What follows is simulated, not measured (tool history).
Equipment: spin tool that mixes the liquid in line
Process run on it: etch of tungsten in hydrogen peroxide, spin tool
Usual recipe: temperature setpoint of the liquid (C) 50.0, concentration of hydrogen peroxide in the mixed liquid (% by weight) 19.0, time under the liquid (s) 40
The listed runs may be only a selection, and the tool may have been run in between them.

run,hour,temperature setpoint of the liquid (C),concentration of hydrogen peroxide in the mixed liquid (% by weight),time under the liquid (s),"read-back film thickness of the tungsten reference wafer, read on the same gauge (nm)",thickness taken off the tungsten on a monitor wafer (Å)
1,0.0,50.0,19.0,30,70.01,249.0
2,14.2,54.5,19.0,40,70.03,442.0
3,29.2,50.0,19.0,40,70.02,334.7
4,42.7,50.0,19.0,40,69.99,330.3
5,52.4,50.0,19.0,40,70.02,333.1
# hour 55.3: heated supply line repaired
# hour 61.3: peroxide flow meter replaced
6,65.4,50.0,19.0,40,70.00,335.4
7,77.4,50.0,19.0,40,70.02,333.6
8,92.5,50.0,19.0,40,69.99,332.3
9,98.7,50.0,19.0,40,70.01,330.1
# hour 100.1: gauge calibrated
10,111.5,50.0,19.0,40,70.02,331.9
11,120.2,58.5,19.0,55,69.98,764.1
12,129.8,50.0,15.5,40,69.98,299.3
13,141.7,45.5,14.0,45,70.02,241.0
# hour 157.1: new drum of peroxide connected
14,157.8,58.0,19.0,40,70.00,540.8
# hour 173.0: thermometer replaced
15,174.5,53.5,19.0,65,69.99,788.4
16,187.5,58.0,19.0,20,70.02,309.8
17,202.0,50.0,19.0,30,70.00,291.0
18,213.2,57.0,17.5,55,70.00,784.3
19,225.4,59.5,21.5,30,70.01,546.6
20,233.3,50.0,19.0,50,70.00,487.2
21,244.6,50.0,22.0,30,70.00,314.0
22,253.5,50.0,17.0,40,70.01,365.1
23,269.7,50.0,19.0,40,70.01,391.2
24,295.0,41.5,19.0,20,70.00,113.6
25,303.6,50.0,19.0,40,70.01,384.2
26,309.8,44.5,15.0,40,70.02,244.5

Branching from run 26: 4 alternative next runs. What would each branch give?
A,310.2,50.0,24.5,40,?,?
B,310.2,54.5,21.0,40,?,?
C,310.2,50.0,14.5,40,?,?
D,310.2,57.0,24.5,20,?,?

run,"read-back film thickness of the tungsten reference wafer, read on the same gauge (nm)",thickness taken off the tungsten on a monitor wafer (Å)
A,69.97,436.9
B,69.97,530.9
C,69.97,336.1
D,69.97,332.3
Without the tool's hidden state the same runs would have given:
run,thickness taken off the tungsten on a monitor wafer (Å)
A,444.8
B,540.1
C,342.2
D,338.0
